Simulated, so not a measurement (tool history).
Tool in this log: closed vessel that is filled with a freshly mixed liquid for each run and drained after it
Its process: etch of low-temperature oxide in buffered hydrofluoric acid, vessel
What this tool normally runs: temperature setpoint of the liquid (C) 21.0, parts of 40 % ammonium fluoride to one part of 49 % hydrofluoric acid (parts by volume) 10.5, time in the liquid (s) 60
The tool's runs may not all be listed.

run	hour	temperature setpoint of the liquid (C)	parts of 40 % ammonium fluoride to one part of 49 % hydrofluoric acid (parts by volume)	time in the liquid (s)	read-back film thickness of the low-temperature oxide reference wafer, read on the same gauge (nm)	thickness taken off the low-temperature oxide on a monitor wafer (Å)
1	0.0	21.0	10.5	35	60.01	1283.7
2	47.5	21.0	10.5	35	60.01	1278.6
3	82.6	21.0	10.5	60	60.01	2220.4
# hour 87.7: thermometer replaced
4	127.1	21.0	10.5	60	60.02	2175.2
5	181.7	21.0	10.5	60	59.99	2199.5
6	223.9	20.0	7.5	60	59.98	2792.3
7	256.0	20.0	7.5	60	60.01	2825.1
8	302.8	21.0	10.5	60	59.97	2193.7
9	345.7	21.0	10.5	60	60.03	2191.0
10	410.0	24.5	8.0	60	59.98	3345.2
11	528.5	24.5	8.0	60	59.99	3384.7
12	610.9	24.5	8.0	60	59.99	3317.6
13	685.4	21.0	13.5	45	59.99	1253.3
14	754.7	21.0	10.5	85	60.01	3017.4
15	817.5	21.0	12.5	60	60.00	1836.5
# hour 952.4: hydrofluoric acid flow meter replaced
16	1021.2	25.5	10.5	35	60.01	1716.9
17	1068.6	23.0	10.5	75	59.99	3145.6
18	1153.2	21.0	9.0	60	59.98	2554.5
19	1205.5	23.5	8.5	60	60.00	3081.9
# hour 1246.3: thermometer replaced
20	1266.3	23.0	7.5	50	60.00	2914.4
21	1326.7	21.0	10.5	85	59.97	3229.7
22	1362.5	24.5	12.5	35	60.00	1362.6
# hour 1402.6: gauge calibrated
23	1414.6	21.0	10.5	60	60.00	2293.5
24	1460.9	21.0	12.0	90	59.99	2963.0
25	1503.7	21.0	10.5	60	60.00	2257.4
26	1601.3	21.0	10.5	35	60.00	1319.6
27	1666.1	24.5	12.0	30	59.99	1187.8
28	1710.0	18.5	13.0	30	60.03	799.2
29	1777.3	18.5	9.0	60	60.00	2200.2
30	1821.0	21.0	7.0	60	59.98	3283.7
31	1854.8	23.5	8.0	90	60.01	4870.1
32	1880.3	21.0	10.5	80	59.98	2952.4

Consider 4 possible next runs. They are alternatives, not a sequence: every one starts from the tool as it was left by run 32. What does each give?
A	1881.0	21.0	10.5	60	?	?
B	1881.0	19.0	10.5	35	?	?
C	1881.0	23.5	12.5	45	?	?
D	1881.0	17.0	14.0	95	?	?

run	read-back film thickness of the low-temperature oxide reference wafer, read on the same gauge (nm)	thickness taken off the low-temperature oxide on a monitor wafer (Å)
A	60.01	2257.6
B	60.01	1177.4
C	60.01	1639.1
D	60.01	2151.9
With no hidden state in the tool, these same runs would have given:
run	thickness taken off the low-temperature oxide on a monitor wafer (Å)
A	2334.0
B	1217.3
C	1694.9
D	2225.5

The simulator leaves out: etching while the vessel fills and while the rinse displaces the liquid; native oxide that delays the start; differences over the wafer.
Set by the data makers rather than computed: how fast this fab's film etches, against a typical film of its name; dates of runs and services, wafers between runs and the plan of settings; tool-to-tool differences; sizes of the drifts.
